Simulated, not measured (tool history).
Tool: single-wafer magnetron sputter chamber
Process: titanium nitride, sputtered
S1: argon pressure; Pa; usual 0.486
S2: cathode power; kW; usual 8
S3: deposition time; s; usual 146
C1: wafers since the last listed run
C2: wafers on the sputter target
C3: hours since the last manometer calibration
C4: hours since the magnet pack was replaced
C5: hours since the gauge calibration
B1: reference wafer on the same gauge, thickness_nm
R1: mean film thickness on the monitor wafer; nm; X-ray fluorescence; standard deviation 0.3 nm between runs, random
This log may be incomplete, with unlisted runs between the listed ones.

Run 1, day 0: usual settings; C1 0; C2 6713; C3 1892.5; C4 11191.9; C5 30.2; B1 217.003. Result: R1 190.809 nm.
Run 2, day 0.25: usual settings; C1 62; C2 6775; C3 1898.5; C4 11197.9; C5 36.2; B1 216.983. Result: R1 191.46 nm.
Run 3, day 0.912: usual settings; C1 165; C2 6940; C3 1914.4; C4 11213.8; C5 52.1; B1 217.03. Result: R1 190.159 nm.
Run 4, day 1.488: usual settings; C1 143; C2 7084; C3 1928.2; C4 11227.6; C5 65.9; B1 217.013. Result: R1 190.553 nm.
Run 5, day 1.979: usual settings; C1 122; C2 7207; C3 1940; C4 11239.4; C5 77.7; B1 216.969. Result: R1 190.826 nm.
Run 6, day 2.704: usual settings; C1 180; C2 7388; C3 1957.4; C4 11256.8; C5 95.1; B1 217.046. Result: R1 190.537 nm.
Run 7, day 3.267: usual settings but S1 0.441 Pa; C1 140; C2 7528; C3 1970.9; C4 11270.3; C5 108.6; B1 217.025. Result: R1 192.925 nm.
Run 8, day 3.996: usual settings but S1 0.441 Pa; C1 181; C2 7710; C3 1988.4; C4 11287.8; C5 126.1; B1 217.021. Result: R1 193.011 nm.
Run 9, day 4.692: usual settings but S1 0.441 Pa; C1 173; C2 7884; C3 2005.1; C4 11304.5; C5 142.8; B1 216.986. Result: R1 193.123 nm.
Run 10, day 5.062: usual settings; C1 92; C2 7976; C3 2014; C4 11313.4; C5 151.7; B1 216.962. Result: R1 189.859 nm.
Run 11, day 5.421: usual settings but S2 7.5 kW; C1 89; C2 8066; C3 2022.6; C4 11322; C5 160.3; B1 217.003. Result: R1 178.994 nm.
Run 12, day 5.896: usual settings but S2 7.5 kW; C1 118; C2 8184; C3 2034; C4 11333.4; C5 171.7; B1 217.029. Result: R1 178.951 nm.
Run 13, day 6.354: usual settings; C1 114; C2 8299; C3 2045; C4 11344.4; C5 182.7; B1 216.972. Result: R1 189.987 nm.
Run 14, day 6.975: usual settings; C1 154; C2 8454; C3 2059.9; C4 11359.3; C5 197.6; B1 217.008. Result: R1 189.771 nm.
Run 15, day 7.504: usual settings but S1 0.559 Pa, S2 6.95 kW; C1 132; C2 8586; C3 2072.6; C4 11372; C5 210.3; B1 216.987. Result: R1 162.266 nm.
Run 16, day 7.825: usual settings but S1 0.313 Pa, S3 138 s; C1 80; C2 8666; C3 2080.3; C4 11379.7; C5 218; B1 217.011. Result: R1 190.09 nm.
At day 9.6: magnet pack replaced.
At day 9.879: sputter target and shields replaced.
Run 17, day 9.9: usual settings; C1 365; C2 5; C3 2130.1; C4 7.2; C5 267.8; B1 217.032. Result: R1 197.069 nm.
Run 18, day 9.929: usual settings but S1 0.38 Pa, S2 9.3 kW, S3 137 s; C1 7; C2 12; C3 2130.8; C4 7.9; C5 268.5; B1 217.028. Result: R1 219.869 nm.
Run 19, day 10.221: usual settings; C1 72; C2 85; C3 2137.8; C4 14.9; C5 275.5; B1 216.982. Result: R1 196.508 nm.
Run 20, day 11.104: usual settings but S1 0.672 Pa, S2 9.75 kW, S3 136 s; C1 220; C2 305; C3 2159; C4 36.1; C5 296.7; B1 217.012. Result: R1 206.413 nm.
At day 11.238: gauge calibrated.
At day 11.65: capacitance manometer re-zeroed and calibrated.
Run 21, day 11.671: usual settings; C1 58; C2 364; C3 0.5; C4 49.7; C5 10.4; B1 217.005. Result: R1 196.521 nm.
Run 22, day 12.129: usual settings but S1 0.4 Pa, S2 7.2 kW, S3 124 s; C1 114; C2 478; C3 11.5; C4 60.7; C5 21.4; B1 217.014. Result: R1 155.604 nm.
Run 23, day 12.708: usual settings but S2 6.95 kW; C1 144; C2 622; C3 25.4; C4 74.6; C5 35.3; B1 216.995. Result: R1 172.72 nm.
Run 24, day 13.421: usual settings but S1 0.339 Pa, S2 8.55 kW, S3 126 s; C1 177; C2 800; C3 42.5; C4 91.7; C5 52.4; B1 216.987. Result: R1 189.153 nm.
Run 25, day 13.7: usual settings but S2 7.1 kW; C1 69; C2 870; C3 49.2; C4 98.4; C5 59.1; B1 217.084. Result: R1 176.062 nm.
Run 26, day 14.412: usual settings but S1 0.675 Pa, S2 8.9 kW; C1 177; C2 1048; C3 66.3; C4 115.5; C5 76.2; B1 217.007. Result: R1 202.684 nm.
Run 27, day 15.083: usual settings but S1 0.412 Pa, S2 8.7 kW, S3 121 s; C1 167; C2 1215; C3 82.4; C4 131.6; C5 92.3; B1 216.938. Result: R1 179.772 nm.
Run 28, day 15.604: usual settings but S1 0.434 Pa; C1 129; C2 1345; C3 94.9; C4 144.1; C5 104.8; B1 217.01. Result: R1 199.505 nm.
Run 29, day 15.979: usual settings but S1 0.381 Pa, S2 6.1 kW, S3 167 s; C1 93; C2 1439; C3 103.9; C4 153.1; C5 113.8; B1 216.989. Result: R1 180.66 nm.

Below, some changes in R1 between adjacent runs. For each, the amount present without the hidden state too (settings, incoming material, random variation) and the amount remaining for the hidden state with gauge scatter not shared by both compared results:
What the log doesn't record here: deposition rate above that of a new target (%); true argon pressure above the setpoint (%); gauge reads high (%).
Run 15 -> 16: S1 0.559 -> 0.313, S2 6.95 -> 8, S3 146 -> 138. R1 +27.824 nm: hidden state -1.346, all else +29.17.
Run 16 -> 17: S1 0.313 -> 0.486, S3 138 -> 146, magnet pack replaced, sputter target and shields replaced. R1 +6.979 nm: hidden state +7.523, all else -0.544.
Run 21 -> 22: S1 0.486 -> 0.4, S2 8 -> 7.2, S3 146 -> 124. R1 -40.917 nm: hidden state +0.262, all else -41.179.
